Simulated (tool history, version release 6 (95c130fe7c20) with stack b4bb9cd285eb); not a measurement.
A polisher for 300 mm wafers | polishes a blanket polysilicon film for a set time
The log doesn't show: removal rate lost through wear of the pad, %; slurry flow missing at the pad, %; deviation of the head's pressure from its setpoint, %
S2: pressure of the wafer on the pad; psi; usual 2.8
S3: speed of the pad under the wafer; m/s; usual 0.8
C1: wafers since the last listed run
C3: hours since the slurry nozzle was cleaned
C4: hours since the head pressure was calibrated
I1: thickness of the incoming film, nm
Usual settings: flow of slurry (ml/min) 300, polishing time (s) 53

run 1 hour=0 | flow_of_slurry_(ml/min)=300 S2=2.8 S3=0.72 polishing_time_(s)=53 | C1=0 wafers_polished_on_this_pad=378 C3=71.8 C4=398.3 | I1=991.9 | film_removed_(Å)=2607
run 2 hour=22.1 | flow_of_slurry_(ml/min)=300 S2=2.8 S3=0.72 polishing_time_(s)=53 | C1=121 wafers_polished_on_this_pad=499 C3=93.9 C4=420.4 | I1=963.3 | film_removed_(Å)=2612
run 3 hour=48.4 | flow_of_slurry_(ml/min)=300 S2=2.8 S3=0.72 polishing_time_(s)=53 | C1=144 wafers_polished_on_this_pad=643 C3=120.2 C4=446.7 | I1=979 | film_removed_(Å)=2518
run 4 hour=72.5 | flow_of_slurry_(ml/min)=300 S2=2.8 S3=0.8 polishing_time_(s)=53 | C1=132 wafers_polished_on_this_pad=775 C3=144.3 C4=470.8 | I1=996.4 | film_removed_(Å)=2834
-- hour=87.7 worn pad replaced by a new one
-- hour=122.5 slurry nozzle cleaned
run 5 hour=163.5 | flow_of_slurry_(ml/min)=365 S2=2.8 S3=0.8 polishing_time_(s)=53 | C1=471 wafers_polished_on_this_pad=409 C3=41 C4=561.8 | I1=1000.3 | film_removed_(Å)=2868
run 6 hour=199.4 | flow_of_slurry_(ml/min)=365 S2=2.8 S3=0.8 polishing_time_(s)=53 | C1=196 wafers_polished_on_this_pad=606 C3=76.9 C4=597.7 | I1=995.5 | film_removed_(Å)=2858
run 7 hour=220.2 | flow_of_slurry_(ml/min)=300 S2=2.8 S3=0.7 polishing_time_(s)=53 | C1=113 wafers_polished_on_this_pad=720 C3=97.7 C4=618.5 | I1=988.9 | film_removed_(Å)=2488
run 8 hour=246.1 | flow_of_slurry_(ml/min)=300 S2=2.8 S3=0.7 polishing_time_(s)=53 | C1=141 wafers_polished_on_this_pad=862 C3=123.6 C4=644.4 | I1=972.1 | film_removed_(Å)=2479
-- hour=262.3 worn pad replaced by a new one
run 9 hour=273.5 | flow_of_slurry_(ml/min)=300 S2=2.8 S3=0.8 polishing_time_(s)=53 | C1=128 wafers_polished_on_this_pad=61 C3=151 C4=671.8 | I1=964.9 | film_removed_(Å)=2775
run 10 hour=295.3 | flow_of_slurry_(ml/min)=300 S2=2.8 S3=0.8 polishing_time_(s)=53 | C1=119 wafers_polished_on_this_pad=181 C3=172.8 C4=693.6 | I1=979.3 | film_removed_(Å)=2782
run 11 hour=318.1 | flow_of_slurry_(ml/min)=300 S2=2.8 S3=0.8 polishing_time_(s)=53 | C1=124 wafers_polished_on_this_pad=306 C3=195.6 C4=716.4 | I1=967.8 | film_removed_(Å)=2772
-- hour=332.7 slurry nozzle cleaned
run 12 hour=339.5 | flow_of_slurry_(ml/min)=300 S2=2.8 S3=0.8 polishing_time_(s)=58 | C1=111 wafers_polished_on_this_pad=417 C3=6.8 C4=737.8 | I1=981.8 | film_removed_(Å)=3065
run 13 hour=353.9 | flow_of_slurry_(ml/min)=300 S2=2.8 S3=0.8 polishing_time_(s)=48 | C1=78 wafers_polished_on_this_pad=496 C3=21.2 C4=752.2 | I1=982.8 | film_removed_(Å)=2535
run 14 hour=383.2 | flow_of_slurry_(ml/min)=300 S2=2.8 S3=1.06 polishing_time_(s)=53 | C1=160 wafers_polished_on_this_pad=657 C3=50.5 C4=781.5 | I1=988.5 | film_removed_(Å)=3687
-- hour=400.3 head pressure recalibrated
run 15 hour=411.9 | flow_of_slurry_(ml/min)=300 S2=2.8 S3=0.8 polishing_time_(s)=53 | C1=146 wafers_polished_on_this_pad=803 C3=79.2 C4=11.6 | I1=992.5 | film_removed_(Å)=2896
run 16 hour=445.2 | flow_of_slurry_(ml/min)=300 S2=2.8 S3=0.96 polishing_time_(s)=53 | C1=182 wafers_polished_on_this_pad=986 C3=112.5 C4=44.9 | I1=966.5 | film_removed_(Å)=3470
-- hour=453.3 worn pad replaced by a new one
run 17 hour=467.3 | flow_of_slurry_(ml/min)=300 S2=2.8 S3=0.8 polishing_time_(s)=58 | C1=99 wafers_polished_on_this_pad=76 C3=134.6 C4=67 | I1=972.5 | film_removed_(Å)=3175
run 18 hour=491 | flow_of_slurry_(ml/min)=270 S2=2.8 S3=0.8 polishing_time_(s)=53 | C1=129 wafers_polished_on_this_pad=206 C3=158.3 C4=90.7 | I1=962.7 | film_removed_(Å)=2865
run 19 hour=510.7 | flow_of_slurry_(ml/min)=300 S2=2.8 S3=0.8 polishing_time_(s)=53 | C1=107 wafers_polished_on_this_pad=314 C3=178 C4=110.4 | I1=997.1 | film_removed_(Å)=2952
run 20 hour=529.8 | flow_of_slurry_(ml/min)=300 S2=2.8 S3=0.8 polishing_time_(s)=39 | C1=104 wafers_polished_on_this_pad=419 C3=197.1 C4=129.5 | I1=981 | film_removed_(Å)=2125
run 21 hour=544.7 | flow_of_slurry_(ml/min)=370 S2=3.6 S3=0.56 polishing_time_(s)=42 | C1=81 wafers_polished_on_this_pad=500 C3=212 C4=144.4 | I1=980.1 | film_removed_(Å)=2158
-- hour=549.3 slurry nozzle cleaned
run 22 hour=566.8 | flow_of_slurry_(ml/min)=340 S2=2.8 S3=0.6 polishing_time_(s)=53 | C1=115 wafers_polished_on_this_pad=616 C3=17.5 C4=166.5 | I1=976.9 | film_removed_(Å)=2202
-- hour=633.7 worn pad replaced by a new one
run 23 hour=646.6 | flow_of_slurry_(ml/min)=300 S2=2.8 S3=0.8 polishing_time_(s)=53 | C1=415 wafers_polished_on_this_pad=70 C3=97.3 C4=246.3 | I1=992.6 | film_removed_(Å)=2907
-- hour=727.8 slurry nozzle cleaned
run 24 hour=736 | flow_of_slurry_(ml/min)=340 S2=2.5 S3=0.9 polishing_time_(s)=46 | C1=484 wafers_polished_on_this_pad=555 C3=8.2 C4=335.7 | I1=991.3 | film_removed_(Å)=2589
run 25 hour=768 | flow_of_slurry_(ml/min)=300 S2=1.9 S3=0.96 polishing_time_(s)=53 | C1=175 wafers_polished_on_this_pad=730 C3=40.2 C4=367.7 | I1=961.1 | film_removed_(Å)=2429
-- hour=794.3 worn pad replaced by a new one
run 26 hour=799.1 | flow_of_slurry_(ml/min)=300 S2=2.8 S3=0.6 polishing_time_(s)=43 | C1=148 wafers_polished_on_this_pad=26 C3=71.3 C4=398.8 | I1=993.8 | film_removed_(Å)=1799

Forecast each of these 4 alternatives for the next run:
run A hour=799.5 | flow_of_slurry_(ml/min)=355 S2=2.8 S3=0.8 polishing_time_(s)=53 | C1=2 wafers_polished_on_this_pad=28 C3=71.7 C4=399.2 | I1=985.6 | film_removed_(Å)=?
run B hour=799.5 | flow_of_slurry_(ml/min)=300 S2=2.8 S3=0.58 polishing_time_(s)=35 | C1=2 wafers_polished_on_this_pad=28 C3=71.7 C4=399.2 | I1=985.6 | film_removed_(Å)=?
run C hour=799.5 | flow_of_slurry_(ml/min)=370 S2=2.8 S3=0.8 polishing_time_(s)=53 | C1=2 wafers_polished_on_this_pad=28 C3=71.7 C4=399.2 | I1=985.6 | film_removed_(Å)=?
run D hour=799.5 | flow_of_slurry_(ml/min)=300 S2=2.4 S3=0.98 polishing_time_(s)=35 | C1=2 wafers_polished_on_this_pad=28 C3=71.7 C4=399.2 | I1=985.6 | film_removed_(Å)=?

run=A film_removed_(Å)=2969
run=B film_removed_(Å)=1420
run=C film_removed_(Å)=2977
run=D film_removed_(Å)=2050
Without the tool's hidden state the same runs would have given:
run=A film_removed_(Å)=2997
run=B film_removed_(Å)=1433
run=C film_removed_(Å)=3005
run=D film_removed_(Å)=2069

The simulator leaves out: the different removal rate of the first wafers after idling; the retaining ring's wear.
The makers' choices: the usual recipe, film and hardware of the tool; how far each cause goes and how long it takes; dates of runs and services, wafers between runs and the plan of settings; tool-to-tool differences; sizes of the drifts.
